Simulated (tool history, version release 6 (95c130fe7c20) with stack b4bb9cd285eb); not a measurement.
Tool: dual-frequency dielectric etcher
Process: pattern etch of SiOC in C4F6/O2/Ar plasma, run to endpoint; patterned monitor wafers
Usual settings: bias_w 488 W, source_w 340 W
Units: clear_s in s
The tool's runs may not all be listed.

run    hour  bias_w  source_w  wafers since the last listed run  hours since the last wet clean  hours since the last bias power generator calibration  hours since the last source power generator calibration  hours since the last upper electrode change  incoming incoming film thickness, nm  clear_s
  1       0     554       280                                 0                           392.2                                                 2933.2                                                   2633.5                                       1987.2                                 30.21      9.7
  2    63.8     554       280                              1408                             456                                                   2997                                                   2697.3                                         2051                                 30.46      9.7
      166.9  -- wet clean of the chamber
  3   167.4     554       280                              1757                             0.5                                                 3100.6                                                   2800.9                                       2154.6                                 30.35      9.4
  4   193.9     578       370                               585                              27                                                 3127.1                                                   2827.4                                       2181.1                                 30.35      8.5
  5   340.2     578       370                              3229                           173.3                                                 3273.4                                                   2973.7                                       2327.4                                 30.23      8.5
  6   433.6     573       340                              2061                           266.7                                                 3366.8                                                   3067.1                                       2420.8                                 30.29        9
  7   533.2     573       340                              2198                           366.3                                                 3466.4                                                   3166.7                                       2520.4                                 30.47      9.1
  8   607.1     488       340                              1631                           440.2                                                 3540.3                                                   3240.6                                       2594.3                                 30.53       10
      691.8  -- wet clean of the chamber
  9   707.2     488       340                              1680                            15.4                                                 3640.4                                                   3340.7                                       2694.4                                 30.35      9.4
 10     803     488       290                              2114                           111.2                                                 3736.2                                                   3436.5                                       2790.2                                 30.45       10
 11   899.8     488       340                              2137                             208                                                   3833                                                   3533.3                                         2887                                 30.56      9.6
 12   952.5     488       340                              1163                           260.7                                                 3885.7                                                     3586                                       2939.7                                  30.7      9.7
 13  1022.2     488       340                              1538                           330.4                                                 3955.4                                                   3655.7                                       3009.4                                 30.73      9.8
 14  1124.1     488       340                              2249                           432.3                                                 4057.3                                                   3757.6                                       3111.3                                 30.37      9.8
 15  1169.1     378       270                               993                           477.3                                                 4102.3                                                   3802.6                                       3156.3                                 30.63       12
 16  1207.4     488       340                               845                           515.6                                                 4140.6                                                   3840.9                                       3194.6                                 30.22      9.8
     1243.4  -- wet clean of the chamber
 17  1249.6     582       310                               401                             6.2                                                 4182.8                                                   3883.1                                       3236.8                                 30.24      8.8
 18  1309.6     586       390                              1324                            66.2                                                 4242.8                                                   3943.1                                       3296.8                                 30.79      8.3
       1373  -- bias power generator calibrated
 19  1397.9     488       340                              1861                           154.5                                                   24.9                                                   4031.4                                       3385.1                                 30.35      9.5
 20  1434.4     488       370                               805                             191                                                   61.4                                                   4067.9                                       3421.6                                 30.49      9.3
     1489.8  -- source power generator calibrated
 21  1490.3     538       320                              1145                           246.9                                                  117.3                                                      0.5                                       3477.5                                 30.49      9.3
 22  1571.8     595       340                              1799                           328.4                                                  198.8                                                       82                                         3559                                 30.26      8.7
     1639.6  -- upper electrode replaced
 23  1651.9     587       410                              1238                           408.5                                                  278.9                                                    162.1                                         12.3                                 30.76      8.4
 24  1759.7     488       340                              2379                           516.3                                                  386.7                                                    269.9                                        120.1                                 30.66      9.9
     1848.8  -- wet clean of the chamber
 25    1928     609       390                              3185                            79.2                                                    555                                                    438.2                                        288.4                                 30.83      8.3
 26  1985.9     523       340                              1278                           137.1                                                  612.9                                                    496.1                                        346.3                                 30.51      9.3
 27  2044.9     602       340                              1302                           196.1                                                  671.9                                                    555.1                                        405.3                                 30.23      8.6
 28  2095.2     372       410                              1110                           246.4                                                  722.2                                                    605.4                                        455.6                                  30.4     10.3

Forecast each of these 3 alternatives for the next run:
  A  2095.6     545       340                                 8                           246.8                                                  722.6                                                    605.8                                          456                                 30.55        ?
  B  2095.6     566       340                                 8                           246.8                                                  722.6                                                    605.8                                          456                                 30.55        ?
  C  2095.6     399       410                                 8                           246.8                                                  722.6                                                    605.8                                          456                                 30.55        ?

run  clear_s
  A      9.1
  B        9
  C      9.9
Without the tool's hidden state the same runs would have given:
run  clear_s
  A        9
  B      8.8
  C      9.8
